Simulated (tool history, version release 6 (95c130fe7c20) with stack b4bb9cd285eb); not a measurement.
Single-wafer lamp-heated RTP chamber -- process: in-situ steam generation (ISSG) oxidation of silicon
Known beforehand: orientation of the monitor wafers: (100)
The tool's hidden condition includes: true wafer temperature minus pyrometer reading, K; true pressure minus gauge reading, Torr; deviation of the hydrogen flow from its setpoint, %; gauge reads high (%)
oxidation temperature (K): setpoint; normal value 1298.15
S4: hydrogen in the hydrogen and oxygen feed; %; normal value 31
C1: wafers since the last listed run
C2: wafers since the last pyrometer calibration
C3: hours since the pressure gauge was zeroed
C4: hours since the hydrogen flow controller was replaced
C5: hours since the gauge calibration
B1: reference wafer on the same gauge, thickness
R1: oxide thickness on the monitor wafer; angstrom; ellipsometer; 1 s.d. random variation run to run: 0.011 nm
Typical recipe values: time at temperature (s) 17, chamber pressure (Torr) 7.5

Run 1, hour 0: usual settings; C1 0; C2 3699; C3 2293.4; C4 4043.4; C5 2528.5; B1 5.51. Result: R1 60.97 angstrom.
Run 2, hour 66.7: usual settings but chamber pressure (Torr) 6.9; C1 766; C2 4465; C3 2360.1; C4 4110.1; C5 2595.2; B1 5.511. Result: R1 61.13 angstrom.
At hour 85.2: gauge calibrated.
Run 3, hour 166: usual settings; C1 1140; C2 5605; C3 2459.4; C4 4209.4; C5 80.8; B1 5.509. Result: R1 61.22 angstrom.
Run 4, hour 227.2: usual settings; C1 702; C2 6308; C3 2520.6; C4 4270.6; C5 142; B1 5.511. Result: R1 61.42 angstrom.
Run 5, hour 322.3: usual settings; C1 1092; C2 7401; C3 2615.7; C4 4365.7; C5 237.1; B1 5.508. Result: R1 61.51 angstrom.
Run 6, hour 381: usual settings; C1 674; C2 8075; C3 2674.4; C4 4424.4; C5 295.8; B1 5.511. Result: R1 61.42 angstrom.
At hour 424.6: pyrometer window cleaned and pyrometer calibrated.
Run 7, hour 461.3: usual settings; C1 830; C2 421; C3 2754.7; C4 4504.7; C5 376.1; B1 5.511. Result: R1 60.17 angstrom.
Run 8, hour 558.9: usual settings; C1 1120; C2 1542; C3 2852.3; C4 4602.3; C5 473.7; B1 5.511. Result: R1 60.61 angstrom.
Run 9, hour 650.4: usual settings but chamber pressure (Torr) 8.4; C1 1050; C2 2593; C3 2943.8; C4 4693.8; C5 565.2; B1 5.511. Result: R1 60.09 angstrom.
Run 10, hour 692.3: usual settings but oxidation temperature (K) 1304.15, time at temperature (s) 21, chamber pressure (Torr) 8.6, S4 24 %; C1 481; C2 3074; C3 2985.7; C4 4735.7; C5 607.1; B1 5.51. Result: R1 64.05 angstrom.
Run 11, hour 767.1: usual settings but time at temperature (s) 22; C1 859; C2 3933; C3 3060.5; C4 4810.5; C5 681.9; B1 5.508. Result: R1 69.02 angstrom.
Run 12, hour 858: usual settings; C1 1044; C2 4977; C3 3151.4; C4 4901.4; C5 772.8; B1 5.511. Result: R1 61 angstrom.
Run 13, hour 901: usual settings; C1 493; C2 5471; C3 3194.4; C4 4944.4; C5 815.8; B1 5.51. Result: R1 61.24 angstrom.
Run 14, hour 1081.4: usual settings but chamber pressure (Torr) 8.9; C1 2072; C2 7543; C3 3374.8; C4 5124.8; C5 996.2; B1 5.508. Result: R1 60.61 angstrom.
Run 15, hour 1140.6: usual settings but oxidation temperature (K) 1282.15, chamber pressure (Torr) 8.3, S4 24 %; C1 679; C2 8223; C3 3434; C4 5184; C5 1055.4; B1 5.51. Result: R1 53.33 angstrom.
Run 16, hour 1216.4: usual settings; C1 870; C2 9094; C3 3509.8; C4 5259.8; C5 1131.2; B1 5.51. Result: R1 61.62 angstrom.
Run 17, hour 1300.2: usual settings but oxidation temperature (K) 1318.15, S4 22 %; C1 962; C2 10056; C3 3593.6; C4 5343.6; C5 1215; B1 5.511. Result: R1 62.43 angstrom.
At hour 1318.4: pyrometer window cleaned and pyrometer calibrated.
Run 18, hour 1404.8: usual settings; C1 1109; C2 991; C3 3698.2; C4 5448.2; C5 1319.6; B1 5.509. Result: R1 60.43 angstrom.
At hour 1416.6: hydrogen flow controller replaced.
At hour 1447.7: pressure gauge zeroed.
Run 19, hour 1456.7: usual settings; C1 412; C2 1404; C3 9; C4 40.1; C5 1371.5; B1 5.51. Result: R1 59.99 angstrom.
Run 20, hour 1533.7: usual settings; C1 884; C2 2288; C3 86; C4 117.1; C5 1448.5; B1 5.511. Result: R1 60.2 angstrom.
Run 21, hour 1626.1: usual settings but oxidation temperature (K) 1307.15, chamber pressure (Torr) 6.9; C1 1061; C2 3349; C3 178.4; C4 209.5; C5 1540.9; B1 5.509. Result: R1 62.73 angstrom.
Run 22, hour 1711: usual settings but time at temperature (s) 12, S4 32 %; C1 975; C2 4325; C3 263.3; C4 294.4; C5 1625.8; B1 5.509. Result: R1 51.85 angstrom.
Run 23, hour 1749.9: usual settings; C1 446; C2 4771; C3 302.2; C4 333.3; C5 1664.7; B1 5.51. Result: R1 60.52 angstrom.
Run 24, hour 1848.5: usual settings; C1 1132; C2 5904; C3 400.8; C4 431.9; C5 1763.3; B1 5.511. Result: R1 60.6 angstrom.
Run 25, hour 1921: usual settings but chamber pressure (Torr) 8.5, S4 28 %; C1 832; C2 6737; C3 473.3; C4 504.4; C5 1835.8; B1 5.511. Result: R1 58.83 angstrom.
At hour 2002.1: pyrometer window cleaned and pyrometer calibrated.
Run 26, hour 2020.9: usual settings but oxidation temperature (K) 1284.15; C1 1055; C2 215; C3 573.2; C4 604.3; C5 1935.7; B1 5.511. Result: R1 56.31 angstrom.
Run 27, hour 2123.3: usual settings but time at temperature (s) 11; C1 1176; C2 1391; C3 675.6; C4 706.7; C5 2038.1; B1 5.509. Result: R1 49.38 angstrom.
Run 28, hour 2204.9: usual settings but oxidation temperature (K) 1285.15, time at temperature (s) 14, chamber pressure (Torr) 8.2; C1 937; C2 2329; C3 757.2; C4 788.3; C5 2119.7; B1 5.513. Result: R1 51.86 angstrom.
Run 29, hour 2478.5: usual settings but chamber pressure (Torr) 7.1; C1 3142; C2 5471; C3 1030.8; C4 1061.9; C5 2393.3; B1 5.509. Result: R1 61 angstrom.
Run 30, hour 2554.9: usual settings but oxidation temperature (K) 1311.15, time at temperature (s) 20, chamber pressure (Torr) 6.9; C1 877; C2 6349; C3 1107.2; C4 1138.3; C5 2469.7; B1 5.51. Result: R1 70.46 angstrom.
Run 31, hour 2649.4: usual settings but oxidation temperature (K) 1308.15, chamber pressure (Torr) 6.9, S4 27 %; C1 1085; C2 7434; C3 1201.7; C4 1232.8; C5 2564.2; B1 5.508. Result: R1 61.66 angstrom.

Hidden condition of the tool, last listed run before each entry between runs versus first listed run after:
Between runs 2 and 3: gauge calibrated (hour 85.2)
  true wafer temperature minus pyrometer reading, K: 3.05 -> 3.72; deviation of the hydrogen flow from its setpoint, %: 5.48 -> 5.51
  measured result minus the result with no hidden state, R1: +1.51 -> +1.67 angstrom
Between runs 6 and 7: pyrometer window cleaned and pyrometer calibrated (hour 424.6)
  true wafer temperature minus pyrometer reading, K: 5.15 -> 0.357; deviation of the hydrogen flow from its setpoint, %: 5.57 -> 5.59
  measured result minus the result with no hidden state, R1: +2.08 -> +0.74 angstrom
Between runs 17 and 18: pyrometer window cleaned and pyrometer calibrated (hour 1318.4)
  true wafer temperature minus pyrometer reading, K: 5.97 -> 0.9; deviation of the hydrogen flow from its setpoint, %: 5.74 -> 5.75
  measured result minus the result with no hidden state, R1: +2.56 -> +0.91 angstrom
Between runs 18 and 19: hydrogen flow controller replaced (hour 1416.6); pressure gauge zeroed (hour 1447.7)
  true wafer temperature minus pyrometer reading, K: 0.9 -> 1.25; deviation of the hydrogen flow from its setpoint, %: 5.75 -> -0.232
  measured result minus the result with no hidden state, R1: +0.91 -> +0.31 angstrom
Between runs 25 and 26: pyrometer window cleaned and pyrometer calibrated (hour 2002.1)
  true wafer temperature minus pyrometer reading, K: 4.35 -> 0.438; deviation of the hydrogen flow from its setpoint, %: 1.33 -> 1.61
  measured result minus the result with no hidden state, R1: +1.31 -> +0.27 angstrom

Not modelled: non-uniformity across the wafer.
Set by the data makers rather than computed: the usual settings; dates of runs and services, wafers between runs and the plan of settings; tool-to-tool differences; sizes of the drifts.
